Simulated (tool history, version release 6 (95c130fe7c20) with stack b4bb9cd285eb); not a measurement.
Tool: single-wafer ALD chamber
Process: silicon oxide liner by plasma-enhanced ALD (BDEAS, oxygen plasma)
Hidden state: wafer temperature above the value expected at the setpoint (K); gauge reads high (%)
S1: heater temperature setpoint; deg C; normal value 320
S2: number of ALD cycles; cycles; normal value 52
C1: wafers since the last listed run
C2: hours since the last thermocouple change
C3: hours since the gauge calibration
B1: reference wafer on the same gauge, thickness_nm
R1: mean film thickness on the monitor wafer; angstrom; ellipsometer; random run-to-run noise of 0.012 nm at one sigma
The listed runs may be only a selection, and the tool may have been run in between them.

{"run": 1, "hour": 0.0, "S1": 326, "S2": 52, "C1": 0, "C2": 1869.8, "C3": 379.7, "B1": 5.174, "R1": 47.27}
{"run": 2, "hour": 34.8, "S1": 320, "S2": 52, "C1": 250, "C2": 1904.6, "C3": 414.5, "B1": 5.175, "R1": 47.51}
{"run": 3, "hour": 71.5, "S1": 320, "S2": 52, "C1": 264, "C2": 1941.3, "C3": 451.2, "B1": 5.175, "R1": 47.61}
{"run": 4, "hour": 90.0, "S1": 320, "S2": 52, "C1": 133, "C2": 1959.8, "C3": 469.7, "B1": 5.179, "R1": 47.55}
{"run": 5, "hour": 102.4, "S1": 320, "S2": 44, "C1": 89, "C2": 1972.2, "C3": 482.1, "B1": 5.182, "R1": 40.2}
{"run": 6, "hour": 132.0, "S1": 320, "S2": 44, "C1": 213, "C2": 2001.8, "C3": 511.7, "B1": 5.185, "R1": 40.09}
{"run": 7, "hour": 151.9, "S1": 320, "S2": 44, "C1": 143, "C2": 2021.7, "C3": 531.6, "B1": 5.18, "R1": 40.27}
{"run": 8, "hour": 175.0, "S1": 320, "S2": 52, "C1": 166, "C2": 2044.8, "C3": 554.7, "B1": 5.188, "R1": 47.53}
{"run": 9, "hour": 191.0, "S1": 320, "S2": 52, "C1": 115, "C2": 2060.8, "C3": 570.7, "B1": 5.184, "R1": 47.36}
{"run": 10, "hour": 218.1, "S1": 330, "S2": 52, "C1": 195, "C2": 2087.9, "C3": 597.8, "B1": 5.184, "R1": 46.94}
{"run": 11, "hour": 235.7, "S1": 330, "S2": 52, "C1": 126, "C2": 2105.5, "C3": 615.4, "B1": 5.19, "R1": 46.69}
{"run": 12, "hour": 268.2, "S1": 330, "S2": 52, "C1": 234, "C2": 2138, "C3": 647.9, "B1": 5.189, "R1": 46.83}
{"run": 13, "hour": 289.4, "S1": 320, "S2": 52, "C1": 152, "C2": 2159.2, "C3": 669.1, "B1": 5.189, "R1": 47.61}
{"run": 14, "hour": 305.3, "S1": 320, "S2": 52, "C1": 114, "C2": 2175.1, "C3": 685, "B1": 5.192, "R1": 47.67}
{"hour": 332.0, "done": "thermocouple changed; heater temperature recalibrated"}
{"run": 15, "hour": 351.1, "S1": 326, "S2": 57, "C1": 272, "C2": 19.1, "C3": 730.8, "B1": 5.193, "R1": 51.58}
{"run": 16, "hour": 377.8, "S1": 329, "S2": 45, "C1": 192, "C2": 45.8, "C3": 757.5, "B1": 5.19, "R1": 40.64}
{"run": 17, "hour": 411.9, "S1": 320, "S2": 52, "C1": 245, "C2": 79.9, "C3": 791.6, "B1": 5.19, "R1": 47.49}
{"run": 18, "hour": 439.7, "S1": 320, "S2": 52, "C1": 200, "C2": 107.7, "C3": 819.4, "B1": 5.19, "R1": 47.71}
{"hour": 442.9, "done": "gauge calibrated"}
{"run": 19, "hour": 471.9, "S1": 310, "S2": 55, "C1": 231, "C2": 139.9, "C3": 29, "B1": 5.144, "R1": 50.62}
{"run": 20, "hour": 503.5, "S1": 306, "S2": 52, "C1": 227, "C2": 171.5, "C3": 60.6, "B1": 5.153, "R1": 48.11}
{"run": 21, "hour": 535.8, "S1": 308, "S2": 52, "C1": 232, "C2": 203.8, "C3": 92.9, "B1": 5.163, "R1": 48.01}
{"run": 22, "hour": 563.8, "S1": 307, "S2": 58, "C1": 201, "C2": 231.8, "C3": 120.9, "B1": 5.169, "R1": 53.55}
{"run": 23, "hour": 581.4, "S1": 312, "S2": 52, "C1": 126, "C2": 249.4, "C3": 138.5, "B1": 5.17, "R1": 48.04}
{"run": 24, "hour": 613.6, "S1": 320, "S2": 60, "C1": 231, "C2": 281.6, "C3": 170.7, "B1": 5.179, "R1": 54.9}
{"run": 25, "hour": 644.4, "S1": 314, "S2": 43, "C1": 221, "C2": 312.4, "C3": 201.5, "B1": 5.18, "R1": 39.44}
{"run": 26, "hour": 671.2, "S1": 330, "S2": 52, "C1": 193, "C2": 339.2, "C3": 228.3, "B1": 5.187, "R1": 46.98}
{"run": 27, "hour": 700.6, "S1": 331, "S2": 45, "C1": 211, "C2": 368.6, "C3": 257.7, "B1": 5.19, "R1": 40.79}
{"run": 28, "hour": 729.5, "S1": 314, "S2": 56, "C1": 208, "C2": 397.5, "C3": 286.6, "B1": 5.196, "R1": 51.9}
{"run": 29, "hour": 764.4, "S1": 320, "S2": 62, "C1": 251, "C2": 432.4, "C3": 321.5, "B1": 5.204, "R1": 56.77}
{"run": 30, "hour": 779.1, "S1": 335, "S2": 42, "C1": 105, "C2": 447.1, "C3": 336.2, "B1": 5.196, "R1": 37.73}

Below, each run's measurement less what the same run would have read without the hidden state. Both values contain the same run-to-run variation, but the gauge's scatter may not be the same in both:
run=1 R1=+0.67
run=2 R1=+0.71
run=3 R1=+0.72
run=4 R1=+0.74
run=5 R1=+0.63
run=6 R1=+0.64
run=7 R1=+0.65
run=8 R1=+0.77
run=9 R1=+0.78
run=10 R1=+0.78
run=11 R1=+0.78
run=12 R1=+0.8
run=13 R1=+0.82
run=14 R1=+0.83
run=15 R1=+0.9
run=16 R1=+0.72
run=17 R1=+0.84
run=18 R1=+0.85
run=19 R1=+0.42
run=20 R1=+0.49
run=21 R1=+0.57
run=22 R1=+0.7
run=23 R1=+0.67
run=24 R1=+0.83
run=25 R1=+0.63
run=26 R1=+0.8
run=27 R1=+0.73
run=28 R1=+0.96
run=29 R1=+1.1
run=30 R1=+0.74
